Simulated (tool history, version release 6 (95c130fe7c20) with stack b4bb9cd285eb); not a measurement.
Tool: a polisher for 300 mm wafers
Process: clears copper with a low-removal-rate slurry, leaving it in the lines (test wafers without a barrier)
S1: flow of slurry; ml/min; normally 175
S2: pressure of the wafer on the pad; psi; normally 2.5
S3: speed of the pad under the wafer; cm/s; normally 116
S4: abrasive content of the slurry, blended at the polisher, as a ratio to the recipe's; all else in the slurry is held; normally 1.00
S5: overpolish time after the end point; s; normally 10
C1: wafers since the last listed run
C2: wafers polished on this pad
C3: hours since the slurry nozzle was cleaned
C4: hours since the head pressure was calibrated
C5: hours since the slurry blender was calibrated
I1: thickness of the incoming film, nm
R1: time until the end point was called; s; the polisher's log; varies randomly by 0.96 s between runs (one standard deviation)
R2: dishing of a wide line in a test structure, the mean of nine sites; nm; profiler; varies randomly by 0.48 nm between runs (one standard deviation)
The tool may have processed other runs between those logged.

run,hour,S1,S2,S3,S4,S5,C1,C2,C3,C4,C5,I1,R1,R2
1,0.0,175,2.5,116,0.85,12,0,912,168.0,571.9,114.5,311.7,118.0,22.8
2,22.9,175,2.9,116,1.00,10,205,1117,190.9,594.8,137.4,313.4,100.5,22.5
# hour 49.4: worn pad replaced by a new one
3,53.3,175,2.8,116,0.85,10,236,34,221.3,625.2,167.8,307.9,105.9,21.7
4,89.2,175,2.5,116,1.00,10,321,356,257.2,661.1,203.7,310.9,115.0,19.5
5,107.4,175,2.5,116,1.00,10,162,519,275.4,679.3,221.9,308.4,114.1,19.8
6,125.1,175,2.5,116,1.00,10,158,677,293.1,697.0,239.6,313.1,115.7,19.1
# hour 130.0: slurry blender recalibrated
# hour 228.4: worn pad replaced by a new one
7,231.3,175,2.5,140,1.00,13,897,25,399.3,803.2,101.3,307.4,93.3,27.5
8,244.5,175,2.5,140,1.00,13,118,143,412.5,816.4,114.5,311.2,97.3,29.3
9,257.9,175,2.5,140,1.00,13,119,263,425.9,829.8,127.9,312.8,97.9,29.2
10,288.5,175,2.5,94,1.00,6,274,537,456.5,860.4,158.5,308.9,142.4,9.7
11,304.0,175,2.5,94,1.00,6,138,676,472.0,875.9,174.0,312.3,144.3,9.9
12,323.7,175,2.5,94,1.00,6,176,853,491.7,895.6,193.7,315.4,146.0,10.3
13,350.5,175,3.1,116,1.00,8,239,1093,518.5,922.4,220.5,314.6,96.5,19.8
# hour 369.8: worn pad replaced by a new one, of another model than before
14,370.3,120,3.3,86,0.70,10,141,4,538.3,942.2,240.3,309.3,144.5,16.4
# hour 384.8: slurry blender recalibrated
15,386.9,175,2.5,130,0.80,10,130,135,554.9,958.8,2.1,312.1,118.4,19.4
16,408.2,175,2.5,116,1.00,10,190,326,576.2,980.1,23.4,316.8,119.6,19.7
17,430.7,195,3.1,116,0.80,5,201,527,598.7,1002.6,45.9,310.6,105.1,11.4
# hour 445.0: head pressure recalibrated
18,451.4,195,1.7,116,1.30,10,167,695,619.4,6.4,66.6,307.3,140.4,15.7
19,466.7,175,2.5,116,1.00,10,137,832,634.7,21.7,81.9,307.2,118.6,18.8
# hour 478.2: slurry nozzle cleaned
20,492.6,175,2.5,116,0.75,12,222,1055,14.4,47.6,107.8,308.6,119.0,22.7
21,509.2,145,2.5,132,0.80,12,148,1203,31.0,64.2,124.4,307.9,115.1,23.9
22,523.1,175,2.5,116,0.90,10,124,1328,44.9,78.1,138.3,308.3,115.9,19.7
# hour 546.7: worn pad replaced by a new one
23,548.8,175,2.5,116,0.80,10,194,18,70.6,103.8,164.0,310.0,121.7,18.9
24,574.6,175,2.5,116,1.20,6,231,249,96.4,129.6,189.8,313.8,112.4,12.7
25,598.5,150,2.5,154,0.75,10,214,463,120.3,153.5,213.7,308.4,106.5,21.1
26,628.2,235,2.5,142,0.75,7,265,729,150.0,183.2,243.4,311.5,103.5,15.9
27,656.9,175,2.5,116,1.15,10,257,986,178.7,211.9,272.1,306.7,113.2,19.1
28,673.2,175,2.5,116,1.00,10,145,1132,195.0,228.2,288.4,309.6,117.1,19.1
# hour 677.7: slurry blender recalibrated
29,699.8,195,2.5,116,0.85,10,220,1353,221.6,254.8,22.1,310.3,117.5,19.5

For each entry between runs, how does the tool's hidden state at the last listed run before it compare with that at the first listed run after it?
Logged between run 2 and run 3: worn pad replaced by a new one (hour 49.4)
  slurry flow missing at the pad, %: 13.5 -> 14.8
  measured minus no-state result, R1: +2.2 -> +2.6 s; R2: -0.5 -> -0.5 nm
Logged between run 6 and run 7: slurry blender recalibrated (hour 130.0); worn pad replaced by a new one (hour 228.4)
  slurry flow missing at the pad, %: 17.2 -> 19.7
  measured minus no-state result, R1: +3.4 -> +3.1 s; R2: -0.5 -> -0.8 nm
Logged between run 13 and run 14: worn pad replaced by a new one, of another model than before (hour 369.8)
  slurry flow missing at the pad, %: 21.5 -> 21.7
  measured minus no-state result, R1: +3.6 -> +14.2 s; R2: -0.7 -> -1.7 nm
Logged between run 14 and run 15: slurry blender recalibrated (hour 384.8)
  slurry flow missing at the pad, %: 21.7 -> 21.9
  measured minus no-state result, R1: +14.2 -> +7.3 s; R2: -1.7 -> -1.2 nm
Logged between run 17 and run 18: head pressure recalibrated (hour 445.0)
  slurry flow missing at the pad, %: 22.3 -> 22.5
  measured minus no-state result, R1: +5.8 -> +7.9 s; R2: -0.7 -> -0.8 nm
Logged between run 19 and run 20: slurry nozzle cleaned (hour 478.2)
  slurry flow missing at the pad, %: 22.6 -> 4.57
  measured minus no-state result, R1: +7.6 -> +1.2 s; R2: -1.2 -> -0.2 nm
Logged between run 22 and run 23: worn pad replaced by a new one (hour 546.7)
  slurry flow missing at the pad, %: 7.1 -> 9
  measured minus no-state result, R1: +1.9 -> +2.5 s; R2: -0.3 -> -0.4 nm
Logged between run 28 and run 29: slurry blender recalibrated (hour 677.7)
  slurry flow missing at the pad, %: 15.9 -> 17
  measured minus no-state result, R1: +4.8 -> +4.5 s; R2: -0.8 -> -0.8 nm

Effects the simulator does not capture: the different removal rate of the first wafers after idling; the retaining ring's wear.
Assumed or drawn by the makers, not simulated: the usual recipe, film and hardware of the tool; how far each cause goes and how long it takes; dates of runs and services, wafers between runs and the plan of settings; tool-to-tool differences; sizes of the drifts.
